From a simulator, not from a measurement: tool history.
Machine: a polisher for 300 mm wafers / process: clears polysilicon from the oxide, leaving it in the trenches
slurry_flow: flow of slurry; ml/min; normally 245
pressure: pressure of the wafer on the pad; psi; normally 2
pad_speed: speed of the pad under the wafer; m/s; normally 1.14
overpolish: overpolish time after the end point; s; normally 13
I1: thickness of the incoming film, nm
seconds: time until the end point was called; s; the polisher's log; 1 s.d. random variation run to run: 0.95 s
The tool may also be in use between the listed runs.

run 1 hour=0 | slurry_flow=245 pressure=2 pad_speed=1.14 overpolish=13 | I1=717.3 | seconds=69.6
run 2 hour=50.8 | slurry_flow=245 pressure=2 pad_speed=1.14 overpolish=13 | I1=707.1 | seconds=70.8
run 3 hour=230.6 | slurry_flow=245 pressure=2 pad_speed=1.14 overpolish=13 | I1=699.1 | seconds=71.2
-- hour=259.7 worn pad replaced by a new one
run 4 hour=275 | slurry_flow=245 pressure=2 pad_speed=1.14 overpolish=13 | I1=714.3 | seconds=69.8
run 5 hour=320 | slurry_flow=245 pressure=2 pad_speed=1.14 overpolish=13 | I1=707.6 | seconds=68.6
run 6 hour=396.8 | slurry_flow=245 pressure=2 pad_speed=1.14 overpolish=13 | I1=714.5 | seconds=71.5
run 7 hour=450.9 | slurry_flow=195 pressure=2 pad_speed=1.14 overpolish=13 | I1=716.3 | seconds=75.5
run 8 hour=532.3 | slurry_flow=195 pressure=2 pad_speed=1.14 overpolish=13 | I1=701.4 | seconds=75.3
-- hour=539.3 worn pad replaced by a new one
-- hour=608.2 head pressure recalibrated
run 9 hour=608.7 | slurry_flow=245 pressure=2 pad_speed=1.14 overpolish=13 | I1=707.7 | seconds=69.5
-- hour=692.1 slurry nozzle cleaned
-- hour=801.5 worn pad replaced by a new one
run 10 hour=820.7 | slurry_flow=245 pressure=2.2 pad_speed=1.14 overpolish=13 | I1=711.8 | seconds=67
run 11 hour=903.1 | slurry_flow=245 pressure=2 pad_speed=1 overpolish=13 | I1=710.1 | seconds=79.7
run 12 hour=969.4 | slurry_flow=245 pressure=2 pad_speed=1.14 overpolish=13 | I1=700.2 | seconds=71.6
-- hour=1048.4 worn pad replaced by a new one
run 13 hour=1074.1 | slurry_flow=245 pressure=2 pad_speed=1.48 overpolish=13 | I1=721.1 | seconds=59.9
run 14 hour=1152.5 | slurry_flow=285 pressure=2 pad_speed=0.78 overpolish=13 | I1=707.9 | seconds=89.3
run 15 hour=1220.8 | slurry_flow=245 pressure=2 pad_speed=1.14 overpolish=13 | I1=713 | seconds=72.7
run 16 hour=1259 | slurry_flow=325 pressure=2.7 pad_speed=1.5 overpolish=13 | I1=695.2 | seconds=48
-- hour=1301.5 worn pad replaced by a new one
run 17 hour=1337.5 | slurry_flow=245 pressure=2 pad_speed=1.14 overpolish=13 | I1=699.5 | seconds=68.4

Here are 3 independent what-if runs from the current tool condition. What would each one return?
run A hour=1337.9 | slurry_flow=295 pressure=2 pad_speed=1.14 overpolish=13 | I1=714.4 | seconds=?
run B hour=1337.9 | slurry_flow=245 pressure=2 pad_speed=1.42 overpolish=13 | I1=714.4 | seconds=?
run C hour=1337.9 | slurry_flow=215 pressure=2.2 pad_speed=1.14 overpolish=13 | I1=714.4 | seconds=?

run=A seconds=66.7
run=B seconds=57.7
run=C seconds=65.1
What these runs would have given with no unlogged condition in the tool:
run=A seconds=66.6
run=B seconds=57.7
run=C seconds=65
